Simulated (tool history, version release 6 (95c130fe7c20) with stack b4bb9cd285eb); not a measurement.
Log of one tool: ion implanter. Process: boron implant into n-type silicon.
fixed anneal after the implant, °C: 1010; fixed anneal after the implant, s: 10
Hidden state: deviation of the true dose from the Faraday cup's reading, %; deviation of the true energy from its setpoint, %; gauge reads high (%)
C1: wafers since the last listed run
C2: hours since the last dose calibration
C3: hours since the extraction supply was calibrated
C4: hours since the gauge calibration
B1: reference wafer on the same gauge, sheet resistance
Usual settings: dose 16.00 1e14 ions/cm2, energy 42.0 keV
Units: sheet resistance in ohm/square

{"run": 1, "hour": 0.0, "dose": 16.0, "energy": 42.0, "C1": 0, "C2": 1426.1, "C3": 3182.2, "C4": 37.7, "B1": 84.48, "sheet resistance": 73.46}
{"run": 2, "hour": 11.7, "dose": 16.0, "energy": 42.0, "C1": 350, "C2": 1437.8, "C3": 3193.9, "C4": 49.4, "B1": 84.51, "sheet resistance": 73.55}
{"run": 3, "hour": 23.2, "dose": 16.0, "energy": 53.0, "C1": 344, "C2": 1449.3, "C3": 3205.4, "C4": 60.9, "B1": 84.48, "sheet resistance": 72.46}
{"run": 4, "hour": 34.0, "dose": 16.0, "energy": 53.0, "C1": 323, "C2": 1460.1, "C3": 3216.2, "C4": 71.7, "B1": 84.5, "sheet resistance": 72.37}
{"run": 5, "hour": 41.6, "dose": 16.0, "energy": 42.0, "C1": 227, "C2": 1467.7, "C3": 3223.8, "C4": 79.3, "B1": 84.48, "sheet resistance": 73.63}
{"run": 6, "hour": 59.3, "dose": 16.0, "energy": 42.0, "C1": 530, "C2": 1485.4, "C3": 3241.5, "C4": 97.0, "B1": 84.49, "sheet resistance": 73.33}
{"run": 7, "hour": 69.9, "dose": 16.0, "energy": 42.0, "C1": 317, "C2": 1496.0, "C3": 3252.1, "C4": 107.6, "B1": 84.48, "sheet resistance": 73.64}
{"run": 8, "hour": 76.7, "dose": 16.0, "energy": 42.0, "C1": 203, "C2": 1502.8, "C3": 3258.9, "C4": 114.4, "B1": 84.48, "sheet resistance": 73.77}
{"run": 9, "hour": 94.7, "dose": 16.0, "energy": 42.0, "C1": 539, "C2": 1520.8, "C3": 3276.9, "C4": 132.4, "B1": 84.49, "sheet resistance": 73.63}
{"run": 10, "hour": 106.1, "dose": 16.0, "energy": 42.0, "C1": 341, "C2": 1532.2, "C3": 3288.3, "C4": 143.8, "B1": 84.5, "sheet resistance": 73.63}
{"run": 11, "hour": 117.3, "dose": 19.52, "energy": 42.0, "C1": 335, "C2": 1543.4, "C3": 3299.5, "C4": 155.0, "B1": 84.5, "sheet resistance": 63.39}
{"run": 12, "hour": 127.7, "dose": 19.52, "energy": 42.0, "C1": 311, "C2": 1553.8, "C3": 3309.9, "C4": 165.4, "B1": 84.5, "sheet resistance": 63.39}
{"run": 13, "hour": 143.4, "dose": 16.0, "energy": 52.5, "C1": 470, "C2": 1569.5, "C3": 3325.6, "C4": 181.1, "B1": 84.51, "sheet resistance": 72.83}
{"hour": 157.4, "done": "extraction supply calibrated"}
{"run": 14, "hour": 161.2, "dose": 16.0, "energy": 52.5, "C1": 293, "C2": 1587.3, "C3": 3.8, "C4": 198.9, "B1": 84.48, "sheet resistance": 72.9}
{"run": 15, "hour": 169.7, "dose": 19.52, "energy": 42.0, "C1": 254, "C2": 1595.8, "C3": 12.3, "C4": 207.4, "B1": 84.51, "sheet resistance": 63.51}
{"run": 16, "hour": 177.9, "dose": 17.86, "energy": 52.5, "C1": 245, "C2": 1604.0, "C3": 20.5, "C4": 215.6, "B1": 84.49, "sheet resistance": 66.7}
{"run": 17, "hour": 186.1, "dose": 11.55, "energy": 54.5, "C1": 245, "C2": 1612.2, "C3": 28.7, "C4": 223.8, "B1": 84.49, "sheet resistance": 94.73}
{"hour": 193.9, "done": "gauge calibrated"}
{"run": 18, "hour": 194.7, "dose": 19.52, "energy": 42.0, "C1": 257, "C2": 1620.8, "C3": 37.3, "C4": 0.8, "B1": 84.49, "sheet resistance": 63.21}
{"run": 19, "hour": 208.2, "dose": 16.0, "energy": 47.5, "C1": 404, "C2": 1634.3, "C3": 50.8, "C4": 14.3, "B1": 84.49, "sheet resistance": 73.33}
{"hour": 226.5, "done": "Faraday cup replaced and dose calibrated"}
{"run": 20, "hour": 227.0, "dose": 16.0, "energy": 42.0, "C1": 323, "C2": 0.5, "C3": 69.6, "C4": 33.1, "B1": 84.49, "sheet resistance": 71.07}
{"run": 21, "hour": 236.3, "dose": 13.35, "energy": 48.5, "C1": 278, "C2": 9.8, "C3": 78.9, "C4": 42.4, "B1": 84.51, "sheet resistance": 81.45}
{"run": 22, "hour": 249.8, "dose": 18.72, "energy": 51.5, "C1": 404, "C2": 23.3, "C3": 92.4, "C4": 55.9, "B1": 84.52, "sheet resistance": 62.1}
{"run": 23, "hour": 266.9, "dose": 18.22, "energy": 51.5, "C1": 512, "C2": 40.4, "C3": 109.5, "C4": 73.0, "B1": 84.51, "sheet resistance": 63.39}
{"run": 24, "hour": 276.8, "dose": 16.0, "energy": 42.0, "C1": 296, "C2": 50.3, "C3": 119.4, "C4": 82.9, "B1": 84.5, "sheet resistance": 71.09}
{"run": 25, "hour": 290.2, "dose": 12.33, "energy": 46.0, "C1": 401, "C2": 63.7, "C3": 132.8, "C4": 96.3, "B1": 84.51, "sheet resistance": 86.94}
{"run": 26, "hour": 300.5, "dose": 17.63, "energy": 35.0, "C1": 308, "C2": 74.0, "C3": 143.1, "C4": 106.6, "B1": 84.51, "sheet resistance": 67.33}
{"run": 27, "hour": 308.7, "dose": 16.0, "energy": 42.0, "C1": 245, "C2": 82.2, "C3": 151.3, "C4": 114.8, "B1": 84.49, "sheet resistance": 71.2}
{"run": 28, "hour": 317.9, "dose": 18.08, "energy": 54.5, "C1": 275, "C2": 91.4, "C3": 160.5, "C4": 124.0, "B1": 84.51, "sheet resistance": 63.61}
{"run": 29, "hour": 325.3, "dose": 18.72, "energy": 51.5, "C1": 221, "C2": 98.8, "C3": 167.9, "C4": 131.4, "B1": 84.48, "sheet resistance": 62.0}

3 ways to go on from here, each from the tool as it stands after run 29. What would each give?
{"run": "A", "hour": 325.7, "dose": 16.0, "energy": 42.0, "C1": 11, "C2": 99.2, "C3": 168.3, "C4": 131.8, "B1": "?", "sheet resistance": "?"}
{"run": "B", "hour": 325.7, "dose": 18.54, "energy": 37.5, "C1": 11, "C2": 99.2, "C3": 168.3, "C4": 131.8, "B1": "?", "sheet resistance": "?"}
{"run": "C", "hour": 325.7, "dose": 19.37, "energy": 50.0, "C1": 11, "C2": 99.2, "C3": 168.3, "C4": 131.8, "B1": "?", "sheet resistance": "?"}

run=A B1=84.50 sheet_resistance=71.14
run=B B1=84.50 sheet_resistance=64.32
run=C B1=84.50 sheet_resistance=60.65
Without the tool's hidden state the same runs would have given:
run=A sheet_resistance=70.98
run=B sheet_resistance=64.18
run=C sheet_resistance=60.51
